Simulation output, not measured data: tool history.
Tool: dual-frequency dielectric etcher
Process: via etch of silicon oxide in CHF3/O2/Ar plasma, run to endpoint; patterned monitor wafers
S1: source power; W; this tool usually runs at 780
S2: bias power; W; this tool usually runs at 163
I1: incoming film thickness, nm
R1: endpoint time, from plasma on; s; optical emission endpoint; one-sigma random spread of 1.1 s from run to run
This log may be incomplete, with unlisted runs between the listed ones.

Run 1, hour 0: usual settings but S1 840 W; I1 647.6. Result: R1 275.9 s.
Run 2, hour 58.7: usual settings but S2 153 W; I1 648.3. Result: R1 289.2 s.
Run 3, hour 92.2: usual settings but S2 185 W; I1 645.6. Result: R1 276.8 s.
At hour 140.7: wet clean of the chamber.
Run 4, hour 153.4: usual settings but S2 185 W; I1 645.4. Result: R1 269.8 s.
Run 5, hour 196.7: usual settings but S2 185 W; I1 651.4. Result: R1 272.8 s.
Run 6, hour 267.7: usual settings; I1 644.6. Result: R1 274.2 s.
Run 7, hour 314.9: usual settings but S1 890 W, S2 178 W; I1 649. Result: R1 253.1 s.
Run 8, hour 356.1: usual settings but S1 890 W, S2 178 W; I1 652.8. Result: R1 255 s.
Run 9, hour 399.9: usual settings but S2 189 W; I1 659.1. Result: R1 272 s.
Run 10, hour 461.4: usual settings but S2 189 W; I1 650. Result: R1 267 s.
At hour 504.2: source power generator calibrated.
Run 11, hour 510.3: usual settings but S2 189 W; I1 657.4. Result: R1 267.7 s.
At hour 536.9: wet clean of the chamber, repeated, since the last time left the tool worse.
Run 12, hour 574.3: usual settings but S2 187 W; I1 650.8. Result: R1 284.8 s.
Run 13, hour 604: usual settings but S2 187 W; I1 661.2. Result: R1 289.3 s.
Run 14, hour 653.7: usual settings but S2 187 W; I1 644.9. Result: R1 280.3 s.
Run 15, hour 703.3: usual settings but S1 720 W, S2 202 W; I1 655.7. Result: R1 292.6 s.
Run 16, hour 730.5: usual settings but S1 830 W; I1 651.7. Result: R1 279.3 s.
Run 17, hour 777: usual settings but S1 620 W; I1 645.4. Result: R1 326.2 s.
At hour 829.6: upper electrode replaced.
Run 18, hour 884.1: usual settings but S1 670 W, S2 141 W; I1 651.4. Result: R1 319.6 s.
Run 19, hour 946.1: usual settings; I1 645.3. Result: R1 282 s.
Run 20, hour 990: usual settings but S1 610 W, S2 194 W; I1 643. Result: R1 314 s.
At hour 1034.8: wet clean of the chamber.
Run 21, hour 1038.5: usual settings but S1 700 W, S2 181 W; I1 649.5. Result: R1 303.6 s.
At hour 1065.5: bias power generator calibrated.
Run 22, hour 1106.3: usual settings; I1 645.4. Result: R1 288 s.
Run 23, hour 1136.2: usual settings but S1 880 W, S2 196 W; I1 654.3. Result: R1 264.1 s.
Run 24, hour 1205: usual settings but S1 610 W, S2 182 W; I1 647.1. Result: R1 324.1 s.
Run 25, hour 1265.4: usual settings; I1 655.4. Result: R1 289.9 s.
Run 26, hour 1321.7: usual settings but S1 630 W, S2 196 W; I1 651.8. Result: R1 314.5 s.
Run 27, hour 1355.1: usual settings but S2 181 W; I1 649. Result: R1 280.4 s.
Run 28, hour 1379.9: usual settings but S1 640 W, S2 190 W; I1 655.3. Result: R1 311.6 s.
Run 29, hour 1431.9: usual settings but S1 880 W, S2 185 W; I1 648.4. Result: R1 260.8 s.
Run 30, hour 1461.1: usual settings but S1 610 W, S2 125 W; I1 651.1. Result: R1 343.8 s.
At hour 1502.2: wet clean of the chamber.
Run 31, hour 1502.7: usual settings but S2 127 W; I1 656.3. Result: R1 307.1 s.
Run 32, hour 1518.3: usual settings; I1 651.6. Result: R1 293 s.
Run 33, hour 1549.7: usual settings but S2 185 W; I1 653.1. Result: R1 284.6 s.
Run 34, hour 1594.5: usual settings but S1 900 W, S2 132 W; I1 654.3. Result: R1 281 s.
Run 35, hour 1652.4: usual settings but S2 153 W; I1 647.5. Result: R1 291.9 s.

Predict each of these 4 candidate next runs independently; none follows another, all start after run 35:
Run A, hour 1652.9: usual settings but S1 640 W; I1 650.9. Result: R1 ?.
Run B, hour 1652.9: usual settings but S1 620 W, S2 192 W; I1 650.9. Result: R1 ?.
Run C, hour 1652.9: usual settings but S2 180 W; I1 650.9. Result: R1 ?.
Run D, hour 1652.9: usual settings but S1 890 W, S2 123 W; I1 650.9. Result: R1 ?.

run     R1
  A  324.6
  B  320.5
  C  285.3
  D  283.7
Without the tool's hidden state the same runs would have given:
run     R1
  A  327.6
  B  323.5
  C  287.9
  D  286.3
